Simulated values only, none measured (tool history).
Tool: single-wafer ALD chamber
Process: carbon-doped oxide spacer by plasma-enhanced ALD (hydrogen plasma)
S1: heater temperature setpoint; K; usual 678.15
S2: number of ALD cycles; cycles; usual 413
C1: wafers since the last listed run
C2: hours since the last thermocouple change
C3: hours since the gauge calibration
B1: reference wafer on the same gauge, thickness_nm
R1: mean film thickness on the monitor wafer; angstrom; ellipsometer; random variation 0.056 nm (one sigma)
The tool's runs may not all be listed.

Run 1, hour 0: usual settings but S2 451 cycles; C1 0; C2 1545.8; C3 465.3; B1 18.496. Result: R1 242.89 angstrom.
Run 2, hour 26.9: usual settings but S2 451 cycles; C1 24; C2 1572.7; C3 492.2; B1 18.493. Result: R1 243.24 angstrom.
Run 3, hour 54.8: usual settings but S2 451 cycles; C1 25; C2 1600.6; C3 520.1; B1 18.494. Result: R1 243.13 angstrom.
Run 4, hour 118: usual settings but S1 671.15 K; C1 57; C2 1663.8; C3 583.3; B1 18.517. Result: R1 222.05 angstrom.
Run 5, hour 153.6: usual settings but S1 671.15 K; C1 32; C2 1699.4; C3 618.9; B1 18.505. Result: R1 222.41 angstrom.
Run 6, hour 221.9: usual settings; C1 61; C2 1767.7; C3 687.2; B1 18.5. Result: R1 222.71 angstrom.
Run 7, hour 275.6: usual settings; C1 48; C2 1821.4; C3 740.9; B1 18.515. Result: R1 222.97 angstrom.
Run 8, hour 301.4: usual settings; C1 23; C2 1847.2; C3 766.7; B1 18.509. Result: R1 222.68 angstrom.
Run 9, hour 340.6: usual settings; C1 35; C2 1886.4; C3 805.9; B1 18.498. Result: R1 222.55 angstrom.
Run 10, hour 530.5: usual settings but S2 442 cycles; C1 171; C2 2076.3; C3 995.8; B1 18.511. Result: R1 237.67 angstrom.
Run 11, hour 586.5: usual settings; C1 50; C2 2132.3; C3 1051.8; B1 18.511. Result: R1 222.01 angstrom.
Run 12, hour 644.9: usual settings; C1 52; C2 2190.7; C3 1110.2; B1 18.505. Result: R1 221.7 angstrom.
Run 13, hour 678.5: usual settings; C1 30; C2 2224.3; C3 1143.8; B1 18.469. Result: R1 222.34 angstrom.
Run 14, hour 730.8: usual settings but S1 690.15 K; C1 47; C2 2276.6; C3 1196.1; B1 18.485. Result: R1 214.55 angstrom.
At hour 755.3: gauge calibrated.
Run 15, hour 774.4: usual settings but S1 684.15 K, S2 460 cycles; C1 39; C2 2320.2; C3 19.1; B1 18.525. Result: R1 243.65 angstrom.
Run 16, hour 818: usual settings; C1 39; C2 2363.8; C3 62.7; B1 18.484. Result: R1 222.59 angstrom.
Run 17, hour 889: usual settings; C1 64; C2 2434.8; C3 133.7; B1 18.49. Result: R1 223.45 angstrom.
Run 18, hour 924.3: usual settings; C1 31; C2 2470.1; C3 169; B1 18.532. Result: R1 221.99 angstrom.
At hour 985.5: thermocouple changed; heater temperature recalibrated.
Run 19, hour 986: usual settings but S1 682.15 K, S2 376 cycles; C1 48; C2 0.5; C3 230.7; B1 18.509. Result: R1 196.97 angstrom.
Run 20, hour 1055.2: usual settings but S1 687.15 K, S2 431 cycles; C1 62; C2 69.7; C3 299.9; B1 18.5. Result: R1 222.98 angstrom.
Run 21, hour 1079.7: usual settings but S1 687.15 K, S2 431 cycles; C1 22; C2 94.2; C3 324.4; B1 18.491. Result: R1 222.04 angstrom.
Run 22, hour 1125.5: usual settings but S1 688.15 K, S2 372 cycles; C1 41; C2 140; C3 370.2; B1 18.481. Result: R1 191.69 angstrom.
Run 23, hour 1165.6: usual settings but S1 664.15 K; C1 36; C2 180.1; C3 410.3; B1 18.508. Result: R1 221.43 angstrom.
Run 24, hour 1201.6: usual settings; C1 32; C2 216.1; C3 446.3; B1 18.499. Result: R1 220.74 angstrom.
Run 25, hour 1256: usual settings; C1 49; C2 270.5; C3 500.7; B1 18.496. Result: R1 220.89 angstrom.
Run 26, hour 1292.8: usual settings but S1 691.15 K, S2 470 cycles; C1 33; C2 307.3; C3 537.5; B1 18.525. Result: R1 240.48 angstrom.
Run 27, hour 1342.9: usual settings but S2 354 cycles; C1 45; C2 357.4; C3 587.6; B1 18.491. Result: R1 190.09 angstrom.
Run 28, hour 1382.2: usual settings but S1 663.15 K; C1 35; C2 396.7; C3 626.9; B1 18.514. Result: R1 222.62 angstrom.
Run 29, hour 1429.9: usual settings but S1 692.15 K; C1 43; C2 444.4; C3 674.6; B1 18.512. Result: R1 211.01 angstrom.
Run 30, hour 1477.6: usual settings; C1 43; C2 492.1; C3 722.3; B1 18.488. Result: R1 221.56 angstrom.
Run 31, hour 1519.6: usual settings but S1 690.15 K, S2 343 cycles; C1 37; C2 534.1; C3 764.3; B1 18.502. Result: R1 176.44 angstrom.
Run 32, hour 1574.7: usual settings but S1 690.15 K, S2 358 cycles; C1 49; C2 589.2; C3 819.4; B1 18.498. Result: R1 183.23 angstrom.
Run 33, hour 1607.2: usual settings but S1 670.15 K; C1 29; C2 621.7; C3 851.9; B1 18.511. Result: R1 222.71 angstrom.
Run 34, hour 1649.3: usual settings but S1 690.15 K, S2 336 cycles; C1 38; C2 663.8; C3 894; B1 18.499. Result: R1 173.61 angstrom.
Run 35, hour 1692.2: usual settings but S1 685.15 K, S2 451 cycles; C1 38; C2 706.7; C3 936.9; B1 18.525. Result: R1 236.26 angstrom.
Run 36, hour 1718.1: usual settings but S2 375 cycles; C1 23; C2 732.6; C3 962.8; B1 18.508. Result: R1 201.62 angstrom.
Run 37, hour 1763.9: usual settings; C1 41; C2 778.4; C3 1008.6; B1 18.507. Result: R1 222.37 angstrom.
Run 38, hour 1805.4: usual settings but S2 493 cycles; C1 37; C2 819.9; C3 1050.1; B1 18.517. Result: R1 266.29 angstrom.
Run 39, hour 1840.9: usual settings but S2 493 cycles; C1 32; C2 855.4; C3 1085.6; B1 18.484. Result: R1 265.61 angstrom.
Run 40, hour 1870.4: usual settings but S1 688.15 K, S2 491 cycles; C1 26; C2 884.9; C3 1115.1; B1 18.496. Result: R1 254.88 angstrom.
At hour 1900.1: gauge calibrated.
Run 41, hour 1927.4: usual settings but S2 343 cycles; C1 51; C2 941.9; C3 27.3; B1 18.516. Result: R1 184.26 angstrom.
Run 42, hour 1980.8: usual settings but S2 493 cycles; C1 48; C2 995.3; C3 80.7; B1 18.509. Result: R1 265.64 angstrom.

3 ways to go on from here, each from the tool as it stands after run 42. What would each give?
Run A, hour 1981.8: usual settings but S2 374 cycles; C1 0; C2 996.3; C3 81.7; B1 ?. Result: R1 ?.
Run B, hour 1981.8: usual settings but S2 467 cycles; C1 0; C2 996.3; C3 81.7; B1 ?. Result: R1 ?.
Run C, hour 1981.8: usual settings but S1 665.15 K, S2 353 cycles; C1 0; C2 996.3; C3 81.7; B1 ?. Result: R1 ?.

run      B1      R1
  A  18.506  201.07
  B  18.506  251.06
  C  18.506  189.78
Without the tool's hidden state the same runs would have given:
run      R1
  A  198.05
  B   247.3
  C  189.78
